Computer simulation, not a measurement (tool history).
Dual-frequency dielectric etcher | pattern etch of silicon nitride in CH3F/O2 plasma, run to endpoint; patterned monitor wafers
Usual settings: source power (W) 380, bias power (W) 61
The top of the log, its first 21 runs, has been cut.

run	day	source power (W)	bias power (W)	incoming incoming film thickness, nm	endpoint time (s)
22	15.671	480	61	92.8	93.6
# day 16.079: bias power generator calibrated
23	16.212	330	61	92.8	109.0
24	16.875	450	74	93.1	88.7
25	17.604	350	56	91.7	110.9
26	18.004	380	61	92.9	103.6
27	19.083	380	61	92.4	103.1
28	19.788	380	61	92.5	102.7
29	20.183	380	52	91.1	110.2
30	20.683	320	48	92.9	125.6
31	20.979	380	61	92.6	102.4
32	21.554	380	61	92.7	102.7
33	21.854	280	68	92.0	106.5
34	22.179	450	73	92.6	87.8

5 options for the next run, each taken on its own from the tool as it stands now. Forecast them:
A	22.200	280	61	93.0	?
B	22.200	320	56	93.0	?
C	22.200	310	67	93.0	?
D	22.200	280	74	93.0	?
E	22.200	310	61	93.0	?

run	endpoint time (s)
A	114.4
B	114.5
C	104.9
D	102.9
E	110.4
With the hidden condition removed and each run's random variation left untouched, the same runs would have given:
run	endpoint time (s)
A	117.6
B	117.7
C	107.9
D	105.9
E	113.5
